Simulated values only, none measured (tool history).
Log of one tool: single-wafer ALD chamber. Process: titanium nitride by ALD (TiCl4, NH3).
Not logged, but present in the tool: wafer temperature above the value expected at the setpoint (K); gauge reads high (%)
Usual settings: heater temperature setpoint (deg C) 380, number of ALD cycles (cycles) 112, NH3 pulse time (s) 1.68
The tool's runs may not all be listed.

run,hour,heater temperature setpoint (deg C),number of ALD cycles (cycles),NH3 pulse time (s),wafers since the last listed run,hours since the last thermocouple change,hours since the showerhead was replaced,hours since the gauge calibration,"read-back reference wafer on the same gauge, thickness_nm",mean film thickness on the monitor wafer (Å)
1,0.0,380,112,1.68,0,1369.5,3548.4,122.3,2.729,25.53
2,11.1,380,112,1.68,27,1380.6,3559.5,133.4,2.730,25.51
3,21.0,380,112,1.68,24,1390.5,3569.4,143.3,2.730,25.54
4,36.3,380,112,1.68,37,1405.8,3584.7,158.6,2.730,25.49
5,43.5,380,112,1.68,17,1413.0,3591.9,165.8,2.730,25.36
6,52.9,380,127,1.68,22,1422.4,3601.3,175.2,2.730,28.84
7,66.9,380,127,1.68,34,1436.4,3615.3,189.2,2.731,28.92
8,76.5,380,127,1.68,23,1446.0,3624.9,198.8,2.730,28.92
9,89.5,380,112,1.68,31,1459.0,3637.9,211.8,2.729,25.45
10,96.4,380,112,1.68,16,1465.9,3644.8,218.7,2.732,25.49
# hour 113.0: thermocouple changed; heater temperature recalibrated
11,113.7,390,97,1.68,22,0.7,3662.1,236.0,2.730,22.37
12,126.8,380,112,1.68,32,13.8,3675.2,249.1,2.731,25.53

For run 13, what comes out?
13,136.3,380,112,1.68,23,23.3,3684.7,258.6,?,?

read-back reference wafer on the same gauge, thickness_nm: 2.730
mean film thickness on the monitor wafer (Å): 25.54
Were there no unlogged condition in the tool, this run, its random variation unchanged, would have produced mean film thickness on the monitor wafer (Å) 25.54.
